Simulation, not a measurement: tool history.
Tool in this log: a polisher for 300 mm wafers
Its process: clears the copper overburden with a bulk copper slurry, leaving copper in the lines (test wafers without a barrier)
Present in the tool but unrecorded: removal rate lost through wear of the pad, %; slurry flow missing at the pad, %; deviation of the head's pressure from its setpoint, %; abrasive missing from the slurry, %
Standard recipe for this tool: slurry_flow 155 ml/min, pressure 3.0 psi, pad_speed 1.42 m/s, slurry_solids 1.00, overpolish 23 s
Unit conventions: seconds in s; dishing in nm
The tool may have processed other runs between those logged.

| run | hour | slurry_flow | pressure | pad_speed | slurry_solids | overpolish | wafers since the last listed run | wafers polished on this pad | hours since the slurry nozzle was cleaned | hours since the head pressure was calibrated | hours since the slurry blender was calibrated | incoming thickness of the incoming film, nm | seconds | dishing |
|---|---|---|---|---|---|---|---|---|---|---|---|---|---|---|
| 1 | 0.0 | 155 | 3.0 | 1.42 | 1.00 | 28 | 0 | 64 | 433.9 | 813.8 | 12.8 | 1481.6 | 154.2 | 106.5 |
| 2 | 14.6 | 155 | 3.0 | 1.42 | 1.00 | 28 | 148 | 213 | 448.5 | 828.4 | 27.4 | 1480.6 | 151.1 | 103.0 |
| 3 | 31.1 | 155 | 3.0 | 1.42 | 1.00 | 28 | 167 | 381 | 465.0 | 844.9 | 43.9 | 1496.5 | 150.1 | 101.9 |
| 4 | 48.0 | 155 | 3.0 | 1.26 | 1.00 | 15 | 171 | 552 | 481.9 | 861.8 | 60.8 | 1470.3 | 166.2 | 72.7 |
| 5 | 77.4 | 155 | 3.0 | 1.26 | 1.00 | 15 | 298 | 851 | 511.3 | 891.2 | 90.2 | 1499.8 | 182.0 | 71.8 |
| 6 | 95.8 | 155 | 3.0 | 1.42 | 1.00 | 23 | 187 | 1038 | 529.7 | 909.6 | 108.6 | 1476.7 | 164.2 | 91.5 |
| 7 | 114.2 | 155 | 3.0 | 1.42 | 1.00 | 23 | 187 | 1226 | 548.1 | 928.0 | 127.0 | 1458.7 | 169.3 | 92.1 |
|  | 122.6 | worn pad replaced by a new one |
| 8 | 148.0 | 155 | 2.2 | 1.42 | 0.85 | 23 | 303 | 258 | 581.9 | 961.8 | 160.8 | 1479.4 | 215.6 | 78.0 |
| 9 | 170.9 | 155 | 2.2 | 1.42 | 0.85 | 23 | 232 | 491 | 604.8 | 984.7 | 183.7 | 1503.9 | 220.4 | 80.0 |
|  | 188.8 | head pressure recalibrated |
| 10 | 200.1 | 155 | 2.2 | 1.42 | 0.85 | 23 | 276 | 767 | 634.0 | 11.3 | 212.9 | 1488.0 | 226.1 | 77.9 |
| 11 | 221.5 | 155 | 3.0 | 1.42 | 1.00 | 23 | 217 | 985 | 655.4 | 32.7 | 234.3 | 1459.6 | 160.8 | 94.3 |
|  | 244.0 | worn pad replaced by a new one |
| 12 | 252.6 | 155 | 3.0 | 1.42 | 1.00 | 23 | 275 | 87 | 686.5 | 63.8 | 265.4 | 1479.3 | 157.8 | 96.4 |
| 13 | 268.9 | 115 | 3.0 | 1.42 | 1.25 | 23 | 165 | 253 | 702.8 | 80.1 | 281.7 | 1463.9 | 162.7 | 91.6 |
|  | 295.8 | slurry blender recalibrated |
| 14 | 302.4 | 155 | 3.3 | 1.42 | 1.00 | 23 | 320 | 573 | 736.3 | 113.6 | 6.6 | 1482.0 | 143.9 | 98.8 |
| 15 | 324.6 | 130 | 3.0 | 1.42 | 1.00 | 23 | 225 | 799 | 758.5 | 135.8 | 28.8 | 1490.4 | 172.9 | 90.3 |
|  | 332.8 | slurry nozzle cleaned |
|  | 350.7 | worn pad replaced by a new one |
| 16 | 351.0 | 155 | 3.0 | 1.42 | 1.00 | 23 | 217 | 3 | 18.2 | 162.2 | 55.2 | 1460.2 | 131.2 | 99.3 |

Forecast run 17:
| 17 | 375.7 | 120 | 3.4 | 1.90 | 1.10 | 23 | 251 | 254 | 42.9 | 186.9 | 79.9 | 1492.1 | ? | ? |

seconds: 103.5 s
dishing: 111.6 nm
Minus the tool's unlogged condition, the same run would have read seconds 100.4 s, dishing 112.5 nm.
